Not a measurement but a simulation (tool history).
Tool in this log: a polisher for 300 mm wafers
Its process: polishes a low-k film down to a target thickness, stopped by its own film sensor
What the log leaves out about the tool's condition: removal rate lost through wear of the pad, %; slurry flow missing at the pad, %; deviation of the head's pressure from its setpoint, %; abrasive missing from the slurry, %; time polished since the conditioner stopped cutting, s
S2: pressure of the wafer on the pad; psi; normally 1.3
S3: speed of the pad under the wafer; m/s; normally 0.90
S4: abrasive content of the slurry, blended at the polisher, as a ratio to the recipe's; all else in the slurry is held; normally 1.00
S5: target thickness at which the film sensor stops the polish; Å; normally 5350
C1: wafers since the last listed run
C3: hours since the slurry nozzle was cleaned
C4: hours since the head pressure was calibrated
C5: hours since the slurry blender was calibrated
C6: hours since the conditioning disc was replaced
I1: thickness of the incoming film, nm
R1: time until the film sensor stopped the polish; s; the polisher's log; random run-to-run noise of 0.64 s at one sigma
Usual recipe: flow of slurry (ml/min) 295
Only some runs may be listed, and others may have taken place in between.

{"run": 1, "day": 0.0, "flow of slurry (ml/min)": 295, "S2": 1.3, "S3": 0.9, "S4": 1.0, "S5": 5350, "C1": 0, "wafers polished on this pad": 649, "C3": 719.7, "C4": 141.2, "C5": 227.8, "C6": 195.6, "I1": 554.0, "R1": 90.1}
{"run": 2, "day": 0.275, "flow of slurry (ml/min)": 295, "S2": 0.9, "S3": 0.9, "S4": 1.0, "S5": 5360, "C1": 55, "wafers polished on this pad": 705, "C3": 726.3, "C4": 147.8, "C5": 234.4, "C6": 202.2, "I1": 550.2, "R1": 93.5}
{"day": 0.912, "done": "conditioning disc replaced and pad reconditioned"}
{"run": 3, "day": 0.933, "flow of slurry (ml/min)": 295, "S2": 1.3, "S3": 0.9, "S4": 1.0, "S5": 5350, "C1": 116, "wafers polished on this pad": 821, "C3": 742.1, "C4": 163.6, "C5": 250.2, "C6": 0.5, "I1": 555.9, "R1": 100.6}
{"run": 4, "day": 1.183, "flow of slurry (ml/min)": 295, "S2": 1.3, "S3": 0.9, "S4": 1.0, "S5": 5350, "C1": 50, "wafers polished on this pad": 872, "C3": 748.1, "C4": 169.6, "C5": 256.2, "C6": 6.5, "I1": 539.7, "R1": 22.1}
{"run": 5, "day": 1.7, "flow of slurry (ml/min)": 295, "S2": 1.3, "S3": 0.9, "S4": 1.0, "S5": 5350, "C1": 104, "wafers polished on this pad": 977, "C3": 760.5, "C4": 182.0, "C5": 268.6, "C6": 18.9, "I1": 553.1, "R1": 87.1}
{"run": 6, "day": 2.429, "flow of slurry (ml/min)": 295, "S2": 1.3, "S3": 0.9, "S4": 1.0, "S5": 5350, "C1": 148, "wafers polished on this pad": 1125, "C3": 778.0, "C4": 199.5, "C5": 286.1, "C6": 36.4, "I1": 549.1, "R1": 66.6}
{"day": 2.808, "done": "worn pad replaced by a new one"}
{"run": 7, "day": 3.054, "flow of slurry (ml/min)": 295, "S2": 0.9, "S3": 1.08, "S4": 0.85, "S5": 5380, "C1": 93, "wafers polished on this pad": 49, "C3": 793.0, "C4": 214.5, "C5": 301.1, "C6": 51.4, "I1": 541.7, "R1": 22.2}
{"day": 3.292, "done": "slurry blender recalibrated"}
{"run": 8, "day": 3.542, "flow of slurry (ml/min)": 295, "S2": 1.3, "S3": 0.9, "S4": 1.0, "S5": 5350, "C1": 82, "wafers polished on this pad": 132, "C3": 804.7, "C4": 226.2, "C5": 6.0, "C6": 63.1, "I1": 553.1, "R1": 93.2}
{"run": 9, "day": 4.079, "flow of slurry (ml/min)": 385, "S2": 1.3, "S3": 0.9, "S4": 0.8, "S5": 5350, "C1": 109, "wafers polished on this pad": 241, "C3": 817.6, "C4": 239.1, "C5": 18.9, "C6": 76.0, "I1": 549.5, "R1": 79.7}
{"run": 10, "day": 4.621, "flow of slurry (ml/min)": 295, "S2": 1.3, "S3": 0.9, "S4": 1.0, "S5": 5370, "C1": 110, "wafers polished on this pad": 351, "C3": 830.6, "C4": 252.1, "C5": 31.9, "C6": 89.0, "I1": 546.8, "R1": 51.7}
{"run": 11, "day": 4.992, "flow of slurry (ml/min)": 295, "S2": 1.3, "S3": 0.9, "S4": 1.0, "S5": 5350, "C1": 75, "wafers polished on this pad": 426, "C3": 839.5, "C4": 261.0, "C5": 40.8, "C6": 97.9, "I1": 550.1, "R1": 79.9}
{"run": 12, "day": 5.521, "flow of slurry (ml/min)": 240, "S2": 1.3, "S3": 0.9, "S4": 1.0, "S5": 5350, "C1": 107, "wafers polished on this pad": 533, "C3": 852.2, "C4": 273.7, "C5": 53.5, "C6": 110.6, "I1": 551.1, "R1": 84.7}
{"day": 5.662, "done": "slurry nozzle cleaned"}
{"day": 5.95, "done": "head pressure recalibrated"}
{"run": 13, "day": 6.15, "flow of slurry (ml/min)": 330, "S2": 1.3, "S3": 0.7, "S4": 1.0, "S5": 5350, "C1": 102, "wafers polished on this pad": 636, "C3": 11.7, "C4": 4.8, "C5": 68.6, "C6": 125.7, "I1": 562.7, "R1": 178.8}
{"run": 14, "day": 6.754, "flow of slurry (ml/min)": 245, "S2": 1.3, "S3": 1.1, "S4": 1.0, "S5": 5350, "C1": 122, "wafers polished on this pad": 759, "C3": 26.2, "C4": 19.3, "C5": 83.1, "C6": 140.2, "I1": 543.3, "R1": 38.5}

Run 15 comes next. What will it give?
{"run": 15, "day": 7.104, "flow of slurry (ml/min)": 365, "S2": 1.3, "S3": 0.9, "S4": 1.0, "S5": 5350, "C1": 71, "wafers polished on this pad": 830, "C3": 34.6, "C4": 27.7, "C5": 91.5, "C6": 148.6, "I1": 554.1, "R1": "?"}

R1: 104.1 s
The same run, on a tool lacking any hidden state, would have yielded R1 84.1 s.
